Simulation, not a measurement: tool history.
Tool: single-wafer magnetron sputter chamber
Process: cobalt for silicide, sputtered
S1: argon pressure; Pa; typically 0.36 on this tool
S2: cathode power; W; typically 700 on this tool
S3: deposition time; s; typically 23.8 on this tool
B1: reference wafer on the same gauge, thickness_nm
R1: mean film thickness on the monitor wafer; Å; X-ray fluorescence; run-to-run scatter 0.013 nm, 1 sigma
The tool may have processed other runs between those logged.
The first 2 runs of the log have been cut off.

run,hour,S1,S2,S3,B1,R1
3,44.5,0.459,700,23.8,8.046,82.15
4,62.4,0.36,750,23.8,8.051,89.92
5,73.7,0.395,700,26.6,8.054,93.11
6,84.3,0.395,700,26.6,8.052,93.12
7,96,0.395,700,26.6,8.05,92.6
8,109.6,0.36,700,26.1,8.051,91.58
9,118.9,0.36,700,23.8,8.05,83.83
10,128.8,0.36,700,23.8,8.053,83.72
11,136.9,0.36,700,26.3,8.052,92.29
12,148.2,0.36,700,26.3,8.051,92.42
# hour 163.7: sputter target and shields replaced
# hour 166.9: capacitance manometer re-zeroed and calibrated
13,167.4,0.36,700,23.8,8.049,84.76
14,170.7,0.36,700,23.8,8.051,84.8
15,180.2,0.36,600,23.8,8.048,72.46
16,191.1,0.36,700,23.8,8.053,84.57
17,200.5,0.36,700,23.8,8.049,84.14
18,215,0.36,700,23.8,8.05,84.31
19,228.7,0.36,700,21.9,8.049,77.39
# hour 241: magnet pack replaced
20,245.3,0.36,700,23.8,8.052,83.78
21,255.6,0.242,700,26.2,8.05,94.87
22,272.5,0.467,700,20.2,8.052,69.07
23,283.1,0.498,850,21.5,8.048,88.75
24,296.6,0.36,700,21.5,8.049,75.29
25,304.2,0.402,850,20.7,8.049,87.19
# hour 311.6: gauge calibrated
26,312.3,0.49,800,20,8.051,77.46

Estimate the outcome of run 27 from the log above:
# hour 321.8: sputter target and shields replaced
27,328.5,0.36,700,23.8,?,?

{"run 27": {"B1": 8.051, "R1": 85.06}}
Take away the tool's hidden state, keep the run-to-run variation as it was, and the same run would have given R1 85.29 Å.

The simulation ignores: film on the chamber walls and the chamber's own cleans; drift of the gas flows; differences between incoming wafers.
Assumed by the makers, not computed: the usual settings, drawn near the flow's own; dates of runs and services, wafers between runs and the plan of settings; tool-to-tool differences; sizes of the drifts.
